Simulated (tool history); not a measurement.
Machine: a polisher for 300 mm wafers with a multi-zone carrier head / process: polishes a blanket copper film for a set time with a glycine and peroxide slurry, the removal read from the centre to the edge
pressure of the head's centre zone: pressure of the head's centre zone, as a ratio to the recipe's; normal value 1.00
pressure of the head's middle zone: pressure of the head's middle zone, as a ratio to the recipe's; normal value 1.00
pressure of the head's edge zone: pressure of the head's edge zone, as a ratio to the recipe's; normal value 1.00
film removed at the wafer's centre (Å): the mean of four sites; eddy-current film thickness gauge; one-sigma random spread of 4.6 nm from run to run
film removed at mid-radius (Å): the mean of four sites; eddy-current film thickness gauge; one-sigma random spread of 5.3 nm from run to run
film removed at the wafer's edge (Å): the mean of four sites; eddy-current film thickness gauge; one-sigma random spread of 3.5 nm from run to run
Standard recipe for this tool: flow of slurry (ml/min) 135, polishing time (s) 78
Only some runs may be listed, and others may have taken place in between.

run	hour	flow of slurry (ml/min)	pressure of the head's centre zone	pressure of the head's middle zone	pressure of the head's edge zone	polishing time (s)	incoming thickness of the incoming film, nm	film removed at the wafer's centre (Å)	film removed at mid-radius (Å)	film removed at the wafer's edge (Å)
1	0.0	135	1.00	1.00	1.00	78	2237.3	4223	4334	4272
2	32.0	135	1.00	1.00	1.00	78	2177.5	4090	4285	4314
# hour 38.0: worn pad replaced by a new one
3	85.8	135	1.00	1.00	1.00	78	2211.9	4061	4289	4216
4	126.7	165	1.00	1.00	1.00	78	2186.5	4243	4396	4287
5	167.8	165	1.00	1.00	1.00	78	2238.5	4222	4210	4214
6	214.3	135	1.00	1.00	1.00	78	2198.4	3766	3912	4019
7	267.2	135	1.00	1.00	1.00	78	2244.1	3537	3674	3833
# hour 275.0: slurry nozzle cleaned
# hour 300.2: worn pad replaced by a new one
8	317.4	135	1.00	1.00	1.00	78	2227.8	4210	4287	4213
9	345.7	135	1.00	1.00	1.00	78	2219.5	4254	4240	4261
10	411.9	135	0.91	1.00	1.00	78	2237.7	3711	4203	4175
# hour 435.4: centre zone pressure recalibrated
11	442.5	120	1.00	1.00	1.00	96	2237.1	4754	4946	5024
# hour 501.6: carrier head's membrane replaced by a new one
12	512.7	135	1.00	1.00	1.00	78	2186.0	3918	4055	4122
13	546.7	135	0.97	0.93	1.00	78	2225.7	3746	3712	4070
14	576.5	105	1.00	1.00	1.00	78	2229.8	3225	3481	3675
# hour 598.7: slurry nozzle cleaned
# hour 608.1: edge zone pressure recalibrated
# hour 612.2: worn pad replaced by a new one
15	633.8	135	1.00	1.09	1.00	99	2260.2	5379	6057	5383
16	670.9	135	1.00	1.00	1.00	78	2229.8	4105	4278	4243
17	764.9	135	1.00	1.00	1.00	78	2214.7	4119	4245	4191
18	819.7	135	1.00	1.00	1.00	78	2222.3	4020	4159	4105
19	882.0	110	0.92	1.00	1.00	91	2240.7	3682	4234	4413
# hour 897.5: slurry nozzle cleaned
# hour 899.1: worn pad replaced by a new one
20	1090.7	170	1.00	1.10	1.00	98	2201.1	5399	5888	5320
21	1123.9	135	1.00	1.00	1.00	78	2224.8	3912	3933	4050
# hour 1142.3: slurry nozzle cleaned
22	1172.0	135	1.00	1.10	1.03	91	2241.5	4924	5578	5051
# hour 1178.8: worn pad replaced by a new one
23	1202.0	135	1.00	1.07	1.00	94	2204.5	5018	5495	5147

Branching from run 23: 3 alternative next runs. What would each branch give?
A	1202.5	135	1.00	1.00	1.10	78	2227.5	?	?	?
B	1202.5	155	1.04	1.00	0.94	78	2227.5	?	?	?
C	1202.5	105	1.07	1.00	1.05	101	2227.5	?	?	?

run	film removed at the wafer's centre (Å)	film removed at mid-radius (Å)	film removed at the wafer's edge (Å)
A	4251	4341	4409
B	4567	4467	4219
C	5485	5276	5358
Without the tool's unlogged condition, the same runs would have read:
run	film removed at the wafer's centre (Å)	film removed at mid-radius (Å)	film removed at the wafer's edge (Å)
A	4274	4362	4423
B	4588	4485	4232
C	5522	5308	5380
